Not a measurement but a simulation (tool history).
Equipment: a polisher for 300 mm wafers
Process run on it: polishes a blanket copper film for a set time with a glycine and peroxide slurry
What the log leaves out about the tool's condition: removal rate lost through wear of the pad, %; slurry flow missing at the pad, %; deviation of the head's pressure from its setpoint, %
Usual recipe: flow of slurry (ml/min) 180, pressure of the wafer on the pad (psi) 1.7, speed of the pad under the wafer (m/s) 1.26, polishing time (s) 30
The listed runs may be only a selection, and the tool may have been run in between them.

run     day  flow of slurry (ml/min)  pressure of the wafer on the pad (psi)  speed of the pad under the wafer (m/s)  polishing time (s)  wafers since the last listed run  wafers polished on this pad  hours since the slurry nozzle was cleaned  hours since the head pressure was calibrated  incoming thickness of the incoming film, nm  film removed (nm)
  1       0                      180                                     1.7                                    1.26                  30                                 0                         1671                                      186.8                                         584.7                                       2350.2              110.1
  2   2.625                      155                                     1.7                                    1.26                  30                               962                         2633                                      249.8                                         647.7                                       2338.5              107.6
  3   3.817                      155                                     1.7                                    1.26                  30                               437                         3070                                      278.4                                         676.3                                       2319.3                107
      5.771  -- worn pad replaced by a new one
  4   6.254                      155                                     1.7                                    1.26                  30                               832                          177                                      336.9                                         734.8                                       2339.6              106.3
  5    8.05                      180                                     1.7                                    1.26                  36                               658                          835                                        380                                         777.9                                       2314.5              130.9
  6  10.671                      180                                     1.7                                    1.26                  36                               961                         1797                                      442.9                                         840.8                                       2292.1              130.5
  7  12.471                      140                                     1.7                                    1.26                  30                               660                         2457                                      486.1                                           884                                       2313.5              103.4
  8  13.775                      180                                     1.7                                    1.26                  33                               478                         2935                                      517.4                                         915.3                                       2354.1              118.3
     15.879  -- worn pad replaced by a new one
  9  18.029                      180                                     1.7                                    1.26                  33                              1499                          788                                      619.5                                        1017.4                                       2345.2              118.1
 10  20.804                      180                                     1.7                                    0.98                  26                              1017                         1806                                      686.1                                          1084                                       2293.3               77.5
 11  22.496                      180                                     2.1                                    1.26                  30                               620                         2427                                      726.7                                        1124.6                                       2314.4              127.1
     24.633  -- slurry nozzle cleaned
 12  24.858                      140                                     1.9                                    1.26                  30                               851                         3278                                        5.4                                        1181.3                                       2308.3              111.3
 13  25.967                      220                                     1.5                                    1.26                  37                               406                         3684                                         32                                        1207.9                                       2314.9              122.3
     26.183  -- worn pad replaced by a new one
 14  27.092                      130                                     1.7                                    1.26                  40                               351                          332                                         59                                        1234.9                                       2323.5              131.2
 15  29.588                      210                                     1.7                                    1.26                  30                               915                         1247                                      118.9                                        1294.8                                       2332.4              107.3
 16  31.779                      155                                     1.7                                    1.26                  33                               803                         2051                                      171.5                                        1347.4                                       2304.3                112
 17    32.9                      180                                     1.7                                    0.94                  30                               411                         2462                                      198.4                                        1374.3                                       2323.2               84.1
     35.742  -- worn pad replaced by a new one
 18  35.762                      180                                     1.7                                    1.26                  30                               988                            7                                      267.1                                          1443                                       2277.5              104.4
     36.096  -- head pressure recalibrated
 19    37.9                      125                                     1.7                                    1.54                  40                               753                          760                                      318.4                                          43.3                                       2326.1              167.5
 20  39.896                      180                                     2.3                                    1.26                  30                               731                         1492                                      366.3                                          91.2                                         2358              146.4
 21  41.838                      240                                     1.4                                    0.82                  27                               712                         2204                                      412.9                                         137.8                                       2306.5               68.6
 22  43.762                      140                                     1.7                                    1.26                  30                               705                         2910                                      459.1                                           184                                         2321              107.8
 23  45.329                      180                                     1.7                                    1.26                  30                               574                         3485                                      496.7                                         221.6                                       2294.9              113.6
     45.592  -- worn pad replaced by a new one
 24  46.688                      180                                     1.4                                     0.9                  30                               437                          401                                      529.3                                         254.2                                       2303.1                 77

What if the next run were any one of these 5? Each begins from the tool's condition after run 24:
  A  46.704                      180                                     1.7                                    1.26                  30                                 6                          407                                      529.7                                         254.6                                       2326.8                  ?
  B  46.704                      180                                     1.9                                    1.26                  27                                 6                          407                                      529.7                                         254.6                                       2326.8                  ?
  C  46.704                      180                                     1.7                                    1.26                  40                                 6                          407                                      529.7                                         254.6                                       2326.8                  ?
  D  46.704                      165                                     1.2                                    1.12                  30                                 6                          407                                      529.7                                         254.6                                       2326.8                  ?
  E  46.704                      180                                     2.3                                    1.04                  30                                 6                          407                                      529.7                                         254.6                                       2326.8                  ?

run  film removed (nm)
  A              111.9
  B                110
  C              149.2
  D               78.2
  E              122.1
Without the tool's unlogged condition, the same runs would have read:
run  film removed (nm)
  A              112.7
  B              110.7
  C              150.2
  D               78.6
  E                123
